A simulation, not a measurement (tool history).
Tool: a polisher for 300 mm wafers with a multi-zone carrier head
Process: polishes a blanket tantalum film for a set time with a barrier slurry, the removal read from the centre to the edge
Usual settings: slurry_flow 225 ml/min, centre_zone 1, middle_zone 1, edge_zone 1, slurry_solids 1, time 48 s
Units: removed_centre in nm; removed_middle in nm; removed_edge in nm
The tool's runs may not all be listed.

run	hour	slurry_flow	centre_zone	middle_zone	edge_zone	slurry_solids	time	wafers since the last listed run	wafers polished on this pad	hours since the slurry nozzle was cleaned	hours since the centre zone pressure was calibrated	hours since the edge zone pressure was calibrated	hours since the carrier head's membrane was replaced	incoming thickness of the incoming film, nm	removed_centre	removed_middle	removed_edge
1	0	225	1.05	1	0.91	1	48	0	4	74.7	124.8	163.2	555.1	323	96.9	93.7	90.3
# hour 28: carrier head's membrane replaced by a new one
2	28.5	225	1.05	1	0.91	1	48	177	181	103.2	153.3	191.7	0.5	323.9	95.5	95	89.4
3	42.5	225	1	1	1	1	48	105	287	117.2	167.3	205.7	14.5	312.6	93.2	92.7	94
4	59.8	225	1	1	1.12	1	48	130	418	134.5	184.6	223	31.8	319.1	92.4	93.1	97.5
5	93	225	1	1.04	1	1	48	251	670	167.7	217.8	256.2	65	323.2	91.5	95.5	92.3
6	112.8	225	1	0.96	1	0.85	48	149	820	187.5	237.6	276	84.8	319.7	84.1	82.6	83.9
7	131.1	225	1	1	1	0.9	48	138	958	205.8	255.9	294.3	103.1	326.2	86.3	88.4	88.1
8	155.2	225	1	1	1	1	48	182	1141	229.9	280	318.4	127.2	317.1	90.7	89.9	91.1
# hour 159.3: edge zone pressure recalibrated
9	179.6	225	0.89	1.08	1	1	48	169	1310	254.3	304.4	20.3	151.6	320.2	78.2	92.9	88.9
# hour 241.7: worn pad replaced by a new one
# hour 265.5: centre zone pressure recalibrated
10	278.3	225	1	1	1	1	48	701	261	353	12.8	119	250.3	322.1	92.9	94	93.3
# hour 348.8: slurry nozzle cleaned
11	370.1	225	1.05	1	1	1	58	687	949	21.3	104.6	210.8	342.1	317.6	115.6	109.7	109.7
12	417.3	225	1	1	1	0.85	60	357	1306	68.5	151.8	258	389.3	318.6	101.4	102.7	103.3
13	434.7	165	1.06	1	1.12	1.1	48	131	1438	85.9	169.2	275.4	406.7	320.5	93.5	90.3	92.9
14	458.5	225	1	1	1	1	33	180	1618	109.7	193	299.2	430.5	318.3	59.5	59.8	59.5
# hour 476: worn pad replaced by a new one
15	477.1	275	1	1.06	1	1	34	110	8	128.3	211.6	317.8	449.1	313.6	66.7	69.7	66
# hour 511.5: edge zone pressure recalibrated
16	545.2	225	1	1	1	1	48	500	508	196.4	279.7	33.7	517.2	316.7	91.2	93.1	91.8
17	563	225	1	1	1	1	48	134	643	214.2	297.5	51.5	535	319.3	90.4	93.1	92.7
# hour 600: carrier head's membrane replaced by a new one
18	600.5	200	1.05	1	1	1	48	246	889	251.7	335	89	0.5	312.9	93.2	90.8	90.8
19	608.1	260	0.96	1	1	1	48	57	946	259.3	342.6	96.6	8.1	322	85.6	91.5	91.1
20	621.8	225	1	1	1	1	48	103	1050	273	356.3	110.3	21.8	317.6	89.3	88.2	89.4
21	641.3	225	1.11	0.92	0.95	1	48	147	1198	292.5	375.8	129.8	41.3	321	97.6	84.9	86.7

Forecast each of these 4 alternatives for the next run:
A	641.7	225	0.9	1	1	1	48	3	1201	292.9	376.2	130.2	41.7	317.7	?	?	?
B	641.7	265	1	1	0.89	1	48	3	1201	292.9	376.2	130.2	41.7	317.7	?	?	?
C	641.7	190	1	1	1.05	1	64	3	1201	292.9	376.2	130.2	41.7	317.7	?	?	?
D	641.7	225	1	1.04	1.04	1.25	54	3	1201	292.9	376.2	130.2	41.7	317.7	?	?	?

run	removed_centre	removed_middle	removed_edge
A	79.3	89.2	89.7
B	89.6	90.4	87.3
C	115.6	117.1	120.2
D	107.2	111	110.4
Without the tool's hidden state the same runs would have given:
run	removed_centre	removed_middle	removed_edge
A	83.2	93.6	94.1
B	94	94.9	91.6
C	121.4	122.8	126.2
D	112.5	116.5	115.9
